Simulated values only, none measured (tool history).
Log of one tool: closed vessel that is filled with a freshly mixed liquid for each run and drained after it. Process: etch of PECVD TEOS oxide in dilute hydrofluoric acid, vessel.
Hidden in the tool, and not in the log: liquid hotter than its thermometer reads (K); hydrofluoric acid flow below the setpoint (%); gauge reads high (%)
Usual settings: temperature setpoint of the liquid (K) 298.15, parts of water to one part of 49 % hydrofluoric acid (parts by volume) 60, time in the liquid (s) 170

run	hour	temperature setpoint of the liquid (K)	parts of water to one part of 49 % hydrofluoric acid (parts by volume)	time in the liquid (s)	wafers since the last listed run	hours since the thermometer was replaced	hours since the hydrofluoric acid flow meter was replaced	hours since the gauge calibration	read-back film thickness of the PECVD TEOS oxide reference wafer, read on the same gauge (nm)	thickness taken off the PECVD TEOS oxide on a monitor wafer (nm)
1	0.0	298.15	45	170	0	34.7	427.4	2428.5	120.02	39.61
2	85.5	298.15	45	170	11418	120.2	512.9	2514.0	120.02	39.61
3	147.2	298.15	75	170	8240	181.9	574.6	2575.7	120.03	23.05
4	190.5	298.15	75	170	5782	225.2	617.9	2619.0	119.97	22.94
5	235.7	298.15	75	170	6036	270.4	663.1	2664.2	119.98	22.89
# hour 290.2: hydrofluoric acid flow meter replaced
6	313.4	298.15	50	170	10243	348.1	23.2	2741.9	119.96	35.92
7	407.0	295.65	60	170	12500	441.7	116.8	2835.5	120.00	27.12
# hour 480.8: gauge calibrated
8	481.9	299.65	60	170	10003	516.6	191.7	1.1	119.99	31.31
9	537.3	299.65	60	170	7398	572.0	247.1	56.5	120.00	32.04
10	643.3	298.15	60	245	14156	678.0	353.1	162.5	120.01	42.50
11	704.6	296.15	60	170	8186	739.3	414.4	223.8	119.99	27.73
12	789.7	296.15	60	170	11365	824.4	499.5	308.9	120.01	27.76
13	894.0	296.15	60	170	13929	928.7	603.8	413.2	120.02	27.84
14	960.6	302.15	30	260	8894	995.3	670.4	479.8	120.01	112.58
15	1034.2	293.65	30	170	9829	1068.9	744.0	553.4	120.03	52.70
16	1077.1	298.15	60	170	5729	1111.8	786.9	596.3	120.01	30.32
17	1159.7	293.15	50	225	11031	1194.4	869.5	678.9	120.00	40.53
# hour 1172.2: hydrofluoric acid flow meter replaced
18	1253.7	303.15	60	170	12420	1288.4	81.5	772.9	120.01	37.54
19	1303.1	298.15	60	170	6597	1337.8	130.9	822.3	120.01	30.97
# hour 1348.3: thermometer replaced
20	1390.9	294.65	80	90	11592	42.6	218.7	910.1	119.96	9.74
21	1484.6	301.15	80	170	12513	136.3	312.4	1003.8	120.01	23.42
22	1569.5	301.15	35	135	11338	221.2	397.3	1088.7	119.99	46.40
23	1658.8	296.65	45	170	11926	310.5	486.6	1178.0	119.99	37.50
24	1749.1	298.15	60	170	12059	400.8	576.9	1268.3	119.99	29.22
25	1793.4	296.15	90	170	5916	445.1	621.2	1312.6	120.01	17.36
26	1893.1	298.15	45	170	13315	544.8	720.9	1412.3	120.00	40.33
# hour 1944.8: hydrofluoric acid flow meter replaced
27	1947.6	296.65	60	105	7145	599.3	2.8	1466.8	119.99	17.14
28	1987.8	298.15	60	95	5368	639.5	43.0	1507.0	120.02	16.69
29	2069.5	300.15	60	245	10911	721.2	124.7	1588.7	120.00	46.59
30	2141.4	298.15	80	170	9602	793.1	196.6	1660.6	119.99	21.85
31	2214.9	301.15	60	105	9816	866.6	270.1	1734.1	120.01	20.70
32	2387.4	298.15	60	75	23037	1039.1	442.6	1906.6	119.98	13.62

Measured less the same run without the tool's hidden state. The same run-to-run variation is in both; the gauge's scatter may not be:
run	thickness taken off the PECVD TEOS oxide on a monitor wafer (nm)
1	+0.35
2	+0.50
3	+0.34
4	+0.39
5	+0.43
6	+0.79
7	+0.72
8	+0.90
9	+0.99
10	+1.51
11	+1.07
12	+1.17
13	+1.29
14	+5.43
15	+2.87
16	+1.61
17	+2.39
18	+2.17
19	+1.92
20	+0.04
21	+0.18
22	+0.54
23	+0.58
24	+0.56
25	+0.37
26	+1.02
27	+0.47
28	+0.49
29	+1.49
30	+0.77
31	+0.78
32	+0.62
